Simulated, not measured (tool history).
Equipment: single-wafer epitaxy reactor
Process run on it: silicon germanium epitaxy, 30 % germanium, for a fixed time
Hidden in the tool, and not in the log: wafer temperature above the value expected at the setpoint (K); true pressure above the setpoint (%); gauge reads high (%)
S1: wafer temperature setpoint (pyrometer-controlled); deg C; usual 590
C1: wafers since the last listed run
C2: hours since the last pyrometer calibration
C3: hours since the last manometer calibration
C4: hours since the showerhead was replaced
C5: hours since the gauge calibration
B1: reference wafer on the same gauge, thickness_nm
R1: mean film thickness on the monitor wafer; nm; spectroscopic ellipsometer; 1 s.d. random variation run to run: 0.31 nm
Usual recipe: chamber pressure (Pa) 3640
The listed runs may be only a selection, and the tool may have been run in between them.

Run 1, hour 0: usual settings but S1 579 deg C, chamber pressure (Pa) 3213; C1 0; C2 1418.5; C3 809.4; C4 6368.4; C5 138.3; B1 56.878. Result: R1 38.615 nm.
Run 2, hour 24.1: usual settings but S1 579 deg C, chamber pressure (Pa) 3213; C1 381; C2 1442.6; C3 833.5; C4 6392.5; C5 162.4; B1 56.947. Result: R1 38.469 nm.
Run 3, hour 43.1: usual settings but chamber pressure (Pa) 3226; C1 301; C2 1461.6; C3 852.5; C4 6411.5; C5 181.4; B1 57.041. Result: R1 46.783 nm.
Run 4, hour 63.7: usual settings but chamber pressure (Pa) 3226; C1 326; C2 1482.2; C3 873.1; C4 6432.1; C5 202; B1 57.01. Result: R1 47.068 nm.
Run 5, hour 88.4: usual settings but chamber pressure (Pa) 3226; C1 391; C2 1506.9; C3 897.8; C4 6456.8; C5 226.7; B1 56.914. Result: R1 46.532 nm.
Run 6, hour 109.5: usual settings; C1 334; C2 1528; C3 918.9; C4 6477.9; C5 247.8; B1 56.983. Result: R1 47.978 nm.
Run 7, hour 134.6: usual settings; C1 397; C2 1553.1; C3 944; C4 6503; C5 272.9; B1 56.897. Result: R1 48.146 nm.
Run 8, hour 154.3: usual settings but S1 601 deg C, chamber pressure (Pa) 3093; C1 312; C2 1572.8; C3 963.7; C4 6522.7; C5 292.6; B1 56.984. Result: R1 54.152 nm.
Run 9, hour 181.4: usual settings but S1 601 deg C, chamber pressure (Pa) 3093; C1 429; C2 1599.9; C3 990.8; C4 6549.8; C5 319.7; B1 56.952. Result: R1 54.748 nm.
At hour 193.8: gauge calibrated.
Run 10, hour 195.2: usual settings but S1 601 deg C, chamber pressure (Pa) 3093; C1 218; C2 1613.7; C3 1004.6; C4 6563.6; C5 1.4; B1 56.915. Result: R1 54.02 nm.
Run 11, hour 224.3: usual settings but chamber pressure (Pa) 3213; C1 461; C2 1642.8; C3 1033.7; C4 6592.7; C5 30.5; B1 57.026. Result: R1 46.147 nm.
Run 12, hour 255.8: usual settings but S1 581 deg C, chamber pressure (Pa) 3253; C1 499; C2 1674.3; C3 1065.2; C4 6624.2; C5 62; B1 57.096. Result: R1 39.899 nm.
At hour 265.5: pyrometer calibrated.
Run 13, hour 286: usual settings but S1 601 deg C, chamber pressure (Pa) 3093; C1 351; C2 20.5; C3 1095.4; C4 6654.4; C5 92.2; B1 57.035. Result: R1 51.1 nm.
At hour 294.9: showerhead replaced.
Run 14, hour 312.3: usual settings but chamber pressure (Pa) 4173; C1 290; C2 46.8; C3 1121.7; C4 17.4; C5 118.5; B1 56.957. Result: R1 47.446 nm.
Run 15, hour 329.7: usual settings but chamber pressure (Pa) 2933; C1 275; C2 64.2; C3 1139.1; C4 34.8; C5 135.9; B1 57.013. Result: R1 41.655 nm.
At hour 343.8: pyrometer calibrated, repeated, since the last time left the tool worse.
At hour 354.5: capacitance manometer re-zeroed and calibrated.
Run 16, hour 361.1: usual settings but S1 578 deg C; C1 244; C2 17.3; C3 6.6; C4 66.2; C5 167.3; B1 57.076. Result: R1 41.478 nm.
Run 17, hour 376.3: usual settings; C1 240; C2 32.5; C3 21.8; C4 81.4; C5 182.5; B1 57.035. Result: R1 51.592 nm.
Run 18, hour 410.6: usual settings but S1 584 deg C, chamber pressure (Pa) 3346; C1 543; C2 66.8; C3 56.1; C4 115.7; C5 216.8; B1 56.891. Result: R1 44.682 nm.
Run 19, hour 430.4: usual settings; C1 313; C2 86.6; C3 75.9; C4 135.5; C5 236.6; B1 56.867. Result: R1 51.531 nm.
Run 20, hour 452.5: usual settings but S1 581 deg C, chamber pressure (Pa) 4173; C1 350; C2 108.7; C3 98; C4 157.6; C5 258.7; B1 57.055. Result: R1 46.427 nm.
Run 21, hour 486.8: usual settings but chamber pressure (Pa) 4173; C1 543; C2 143; C3 132.3; C4 191.9; C5 293; B1 57.11. Result: R1 53.726 nm.
Run 22, hour 513.7: usual settings but S1 599 deg C, chamber pressure (Pa) 2880; C1 426; C2 169.9; C3 159.2; C4 218.8; C5 319.9; B1 57.061. Result: R1 55.118 nm.

Pick out some run-to-run changes in R1. Of each, how much would a tool without hidden state show as well, from the settings, what came in and chance, and how much is left for the hidden state and any gauge scatter not in both results compared?
Run 12 -> 13: S1 581 -> 601, chamber pressure (Pa) 3253 -> 3093, pyrometer calibrated. R1 +11.201 nm: hidden state -3.667, all else +14.868.
Run 15 -> 16: S1 590 -> 578, chamber pressure (Pa) 2933 -> 3640, pyrometer calibrated, repeated, since the last time left the tool worse, capacitance manometer re-zeroed and calibrated. R1 -0.177 nm: hidden state +5.607, all else -5.784.
Run 16 -> 17: S1 578 -> 590. R1 +10.114 nm: hidden state -0.031, all else +10.145.
